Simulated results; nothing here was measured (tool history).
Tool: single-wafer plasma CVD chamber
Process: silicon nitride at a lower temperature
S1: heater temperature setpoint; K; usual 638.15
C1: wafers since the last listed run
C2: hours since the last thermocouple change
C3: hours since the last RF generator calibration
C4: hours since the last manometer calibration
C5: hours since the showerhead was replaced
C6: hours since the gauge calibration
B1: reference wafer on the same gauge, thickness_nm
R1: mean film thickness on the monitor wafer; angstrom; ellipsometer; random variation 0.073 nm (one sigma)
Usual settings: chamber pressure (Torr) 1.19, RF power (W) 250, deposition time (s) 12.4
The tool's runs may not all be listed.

{"run": 1, "hour": 0.0, "S1": 638.15, "chamber pressure (Torr)": 1.19, "RF power (W)": 250, "deposition time (s)": 12.4, "C1": 0, "C2": 963.5, "C3": 1639.7, "C4": 463.3, "C5": 4681.4, "C6": 582.5, "B1": 12.35, "R1": 118.07}
{"hour": 13.1, "done": "gauge calibrated"}
{"run": 2, "hour": 86.2, "S1": 638.15, "chamber pressure (Torr)": 1.19, "RF power (W)": 250, "deposition time (s)": 12.4, "C1": 3194, "C2": 1049.7, "C3": 1725.9, "C4": 549.5, "C5": 4767.6, "C6": 73.1, "B1": 12.528, "R1": 121.45}
{"run": 3, "hour": 118.7, "S1": 638.15, "chamber pressure (Torr)": 1.3, "RF power (W)": 250, "deposition time (s)": 12.4, "C1": 1204, "C2": 1082.2, "C3": 1758.4, "C4": 582, "C5": 4800.1, "C6": 105.6, "B1": 12.568, "R1": 124.99}
{"run": 4, "hour": 162.5, "S1": 638.15, "chamber pressure (Torr)": 1.19, "RF power (W)": 250, "deposition time (s)": 12.4, "C1": 1622, "C2": 1126, "C3": 1802.2, "C4": 625.8, "C5": 4843.9, "C6": 149.4, "B1": 12.54, "R1": 120.91}
{"run": 5, "hour": 209.6, "S1": 638.15, "chamber pressure (Torr)": 1.19, "RF power (W)": 250, "deposition time (s)": 12.4, "C1": 1745, "C2": 1173.1, "C3": 1849.3, "C4": 672.9, "C5": 4891, "C6": 196.5, "B1": 12.568, "R1": 121.08}
{"run": 6, "hour": 279.6, "S1": 638.15, "chamber pressure (Torr)": 1.19, "RF power (W)": 250, "deposition time (s)": 12.4, "C1": 2593, "C2": 1243.1, "C3": 1919.3, "C4": 742.9, "C5": 4961, "C6": 266.5, "B1": 12.514, "R1": 120.98}
{"run": 7, "hour": 311.4, "S1": 638.15, "chamber pressure (Torr)": 1.38, "RF power (W)": 250, "deposition time (s)": 12.4, "C1": 1178, "C2": 1274.9, "C3": 1951.1, "C4": 774.7, "C5": 4992.8, "C6": 298.3, "B1": 12.487, "R1": 126.36}
{"run": 8, "hour": 369.9, "S1": 638.15, "chamber pressure (Torr)": 1.38, "RF power (W)": 250, "deposition time (s)": 12.4, "C1": 2167, "C2": 1333.4, "C3": 2009.6, "C4": 833.2, "C5": 5051.3, "C6": 356.8, "B1": 12.448, "R1": 125.1}
{"hour": 390.4, "done": "RF generator calibrated"}
{"hour": 395.8, "done": "capacitance manometer re-zeroed and calibrated"}
{"hour": 428.0, "done": "thermocouple changed; heater temperature recalibrated"}
{"run": 9, "hour": 430.2, "S1": 638.15, "chamber pressure (Torr)": 1.19, "RF power (W)": 250, "deposition time (s)": 12.4, "C1": 1439, "C2": 2.2, "C3": 39.8, "C4": 34.4, "C5": 5111.6, "C6": 417.1, "B1": 12.401, "R1": 120.64}
{"run": 10, "hour": 471.8, "S1": 638.15, "chamber pressure (Torr)": 1.19, "RF power (W)": 250, "deposition time (s)": 12.4, "C1": 1541, "C2": 43.8, "C3": 81.4, "C4": 76, "C5": 5153.2, "C6": 458.7, "B1": 12.391, "R1": 118.85}
{"run": 11, "hour": 529.8, "S1": 638.15, "chamber pressure (Torr)": 1.19, "RF power (W)": 250, "deposition time (s)": 12.4, "C1": 2149, "C2": 101.8, "C3": 139.4, "C4": 134, "C5": 5211.2, "C6": 516.7, "B1": 12.354, "R1": 118.49}
{"run": 12, "hour": 569.4, "S1": 631.15, "chamber pressure (Torr)": 1.19, "RF power (W)": 290, "deposition time (s)": 12.4, "C1": 1467, "C2": 141.4, "C3": 179, "C4": 173.6, "C5": 5250.8, "C6": 556.3, "B1": 12.314, "R1": 130.2}
{"hour": 570.0, "done": "gauge calibrated"}
{"run": 13, "hour": 597.0, "S1": 652.15, "chamber pressure (Torr)": 1.19, "RF power (W)": 285, "deposition time (s)": 12.4, "C1": 1022, "C2": 169, "C3": 206.6, "C4": 201.2, "C5": 5278.4, "C6": 27, "B1": 12.569, "R1": 130.73}
{"run": 14, "hour": 663.2, "S1": 652.15, "chamber pressure (Torr)": 1.36, "RF power (W)": 280, "deposition time (s)": 10.8, "C1": 2452, "C2": 235.2, "C3": 272.8, "C4": 267.4, "C5": 5344.6, "C6": 93.2, "B1": 12.591, "R1": 117.08}
{"run": 15, "hour": 695.9, "S1": 638.15, "chamber pressure (Torr)": 1.19, "RF power (W)": 285, "deposition time (s)": 12.4, "C1": 1211, "C2": 267.9, "C3": 305.5, "C4": 300.1, "C5": 5377.3, "C6": 125.9, "B1": 12.58, "R1": 131.21}
{"run": 16, "hour": 756.9, "S1": 638.15, "chamber pressure (Torr)": 1.19, "RF power (W)": 250, "deposition time (s)": 12.4, "C1": 2260, "C2": 328.9, "C3": 366.5, "C4": 361.1, "C5": 5438.3, "C6": 186.9, "B1": 12.529, "R1": 120.14}
{"run": 17, "hour": 805.3, "S1": 638.15, "chamber pressure (Torr)": 1.06, "RF power (W)": 250, "deposition time (s)": 12.4, "C1": 1793, "C2": 377.3, "C3": 414.9, "C4": 409.5, "C5": 5486.7, "C6": 235.3, "B1": 12.553, "R1": 116.71}
{"hour": 820.9, "done": "showerhead replaced"}
{"run": 18, "hour": 875.8, "S1": 626.15, "chamber pressure (Torr)": 1.38, "RF power (W)": 205, "deposition time (s)": 14.5, "C1": 2315, "C2": 447.8, "C3": 485.4, "C4": 480, "C5": 54.9, "C6": 305.8, "B1": 12.529, "R1": 132.03}
{"run": 19, "hour": 945.2, "S1": 638.15, "chamber pressure (Torr)": 1.19, "RF power (W)": 250, "deposition time (s)": 12.4, "C1": 2571, "C2": 517.2, "C3": 554.8, "C4": 549.4, "C5": 124.3, "C6": 375.2, "B1": 12.508, "R1": 121.08}
{"run": 20, "hour": 1003.1, "S1": 647.15, "chamber pressure (Torr)": 1, "RF power (W)": 295, "deposition time (s)": 13.3, "C1": 2145, "C2": 575.1, "C3": 612.7, "C4": 607.3, "C5": 182.2, "C6": 433.1, "B1": 12.426, "R1": 132.55}
{"run": 21, "hour": 1067.5, "S1": 646.15, "chamber pressure (Torr)": 1.32, "RF power (W)": 250, "deposition time (s)": 13.7, "C1": 2386, "C2": 639.5, "C3": 677.1, "C4": 671.7, "C5": 246.6, "C6": 497.5, "B1": 12.439, "R1": 136.59}

Forecast run 22:
{"run": 22, "hour": 1115.9, "S1": 642.15, "chamber pressure (Torr)": 1.3, "RF power (W)": 250, "deposition time (s)": 12.4, "C1": 1793, "C2": 687.9, "C3": 725.5, "C4": 720.1, "C5": 295, "C6": 545.9, "B1": "?", "R1": "?"}

B1: 12.364
R1: 123.23 angstrom
Without the tool's hidden state the same run would have given R1 125.78 angstrom.

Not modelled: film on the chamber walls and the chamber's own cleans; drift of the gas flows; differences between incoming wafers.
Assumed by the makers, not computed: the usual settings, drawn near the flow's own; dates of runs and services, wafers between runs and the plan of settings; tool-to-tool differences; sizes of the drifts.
